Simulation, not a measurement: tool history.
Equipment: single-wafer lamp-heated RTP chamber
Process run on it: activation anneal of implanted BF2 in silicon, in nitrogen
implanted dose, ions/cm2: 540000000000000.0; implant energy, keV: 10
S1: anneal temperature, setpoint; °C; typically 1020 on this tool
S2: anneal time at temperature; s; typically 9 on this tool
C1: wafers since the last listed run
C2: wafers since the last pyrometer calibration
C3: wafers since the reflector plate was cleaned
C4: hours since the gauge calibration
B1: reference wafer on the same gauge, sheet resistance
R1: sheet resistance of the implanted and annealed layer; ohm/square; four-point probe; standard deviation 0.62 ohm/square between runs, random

Run 1, hour 0: usual settings; C1 0; C2 1560; C3 119; C4 51.2; B1 239.73. Result: R1 277.91 ohm/square.
Run 2, hour 53.8: usual settings; C1 1013; C2 2574; C3 1133; C4 105; B1 240.02. Result: R1 276.05 ohm/square.
Run 3, hour 119.3: usual settings; C1 1234; C2 3808; C3 2367; C4 170.5; B1 239.9. Result: R1 275.91 ohm/square.
Run 4, hour 179.9: usual settings; C1 1142; C2 4950; C3 3509; C4 231.1; B1 240.22. Result: R1 274.75 ohm/square.
At hour 193.1: pyrometer window cleaned and pyrometer calibrated.
Run 5, hour 225.1: usual settings; C1 701; C2 602; C3 4210; C4 276.3; B1 239.82. Result: R1 277.71 ohm/square.
Run 6, hour 285.3: usual settings; C1 1134; C2 1736; C3 5345; C4 336.5; B1 240. Result: R1 277.41 ohm/square.
Run 7, hour 377.7: usual settings but S2 8 s; C1 1741; C2 3478; C3 7086; C4 428.9; B1 239.77. Result: R1 277.82 ohm/square.
Run 8, hour 446.4: usual settings; C1 1294; C2 4772; C3 8381; C4 497.6; B1 240.15. Result: R1 273.78 ohm/square.
At hour 455.6: pyrometer window cleaned and pyrometer calibrated.
At hour 500.6: reflector plate cleaned.
Run 9, hour 542: usual settings; C1 1500; C2 1478; C3 780; C4 593.2; B1 239.8. Result: R1 278.09 ohm/square.
Run 10, hour 648.9: usual settings but S1 1044 °C, S2 8 s; C1 2014; C2 3492; C3 2795; C4 700.1; B1 239.99. Result: R1 258.9 ohm/square.
At hour 719.1: pyrometer window cleaned and pyrometer calibrated.
Run 11, hour 719.6: usual settings; C1 1181; C2 10; C3 3976; C4 770.8; B1 240.12. Result: R1 278.51 ohm/square.
Run 12, hour 763.1: usual settings; C1 819; C2 830; C3 4796; C4 814.3; B1 240.25. Result: R1 278.13 ohm/square.
Run 13, hour 840: usual settings but S1 1006 °C, S2 13 s; C1 1449; C2 2279; C3 6245; C4 891.2; B1 240.19. Result: R1 279.55 ohm/square.
Run 14, hour 899.2: usual settings but S2 11 s; C1 1115; C2 3395; C3 7361; C4 950.4; B1 239.96. Result: R1 270.69 ohm/square.
At hour 913.3: gauge calibrated.
Run 15, hour 937.9: usual settings but S1 1002 °C; C1 729; C2 4124; C3 8090; C4 24.6; B1 240.23. Result: R1 293.61 ohm/square.
At hour 973.7: pyrometer window cleaned and pyrometer calibrated.
Run 16, hour 1011.7: usual settings but S1 1032 °C, S2 13 s; C1 1240; C2 715; C3 9331; C4 98.4; B1 240.23. Result: R1 255.95 ohm/square.
Run 17, hour 1111.9: usual settings but S2 6 s; C1 1888; C2 2603; C3 11219; C4 198.6; B1 240.08. Result: R1 284.95 ohm/square.
At hour 1151.2: reflector plate cleaned.
Run 18, hour 1151.7: usual settings; C1 599; C2 3203; C3 8; C4 238.4; B1 239.99. Result: R1 277.02 ohm/square.
At hour 1233: pyrometer window cleaned and pyrometer calibrated.
Run 19, hour 1245.7: usual settings but S1 998 °C, S2 12 s; C1 1620; C2 238; C3 1629; C4 332.4; B1 239.81. Result: R1 294.07 ohm/square.
Run 20, hour 1340.5: usual settings but S1 1037 °C, S2 14 s; C1 1786; C2 2025; C3 3416; C4 427.2; B1 239.92. Result: R1 250.58 ohm/square.
Run 21, hour 1447.1: usual settings but S1 1044 °C, S2 11 s; C1 2009; C2 4034; C3 5425; C4 533.8; B1 240.15. Result: R1 248.84 ohm/square.
Run 22, hour 1494.5: usual settings; C1 893; C2 4927; C3 6318; C4 581.2; B1 240.09. Result: R1 274.7 ohm/square.

Below are 5 alternative next runs, each starting from the tool's condition after run 22. Predict each:
Run A, hour 1494.9: usual settings; C1 7; C2 4935; C3 6325; C4 581.6; B1 ?. Result: R1 ?.
Run B, hour 1494.9: usual settings but S1 997 °C, S2 5 s; C1 7; C2 4935; C3 6325; C4 581.6; B1 ?. Result: R1 ?.
Run C, hour 1494.9: usual settings but S1 992 °C, S2 11 s; C1 7; C2 4935; C3 6325; C4 581.6; B1 ?. Result: R1 ?.
Run D, hour 1494.9: usual settings but S1 990 °C, S2 4 s; C1 7; C2 4935; C3 6325; C4 581.6; B1 ?. Result: R1 ?.
Run E, hour 1494.9: usual settings but S2 13 s; C1 7; C2 4935; C3 6325; C4 581.6; B1 ?. Result: R1 ?.

run      B1      R1
  A  240.12  275.12
  B  240.12  323.72
  C  240.12  300.15
  D  240.12  344.95
  E  240.12  265.53
Without the tool's hidden state the same runs would have given:
run      R1
  A  280.53
  B  333.81
  C   309.5
  D  356.11
  E  270.64

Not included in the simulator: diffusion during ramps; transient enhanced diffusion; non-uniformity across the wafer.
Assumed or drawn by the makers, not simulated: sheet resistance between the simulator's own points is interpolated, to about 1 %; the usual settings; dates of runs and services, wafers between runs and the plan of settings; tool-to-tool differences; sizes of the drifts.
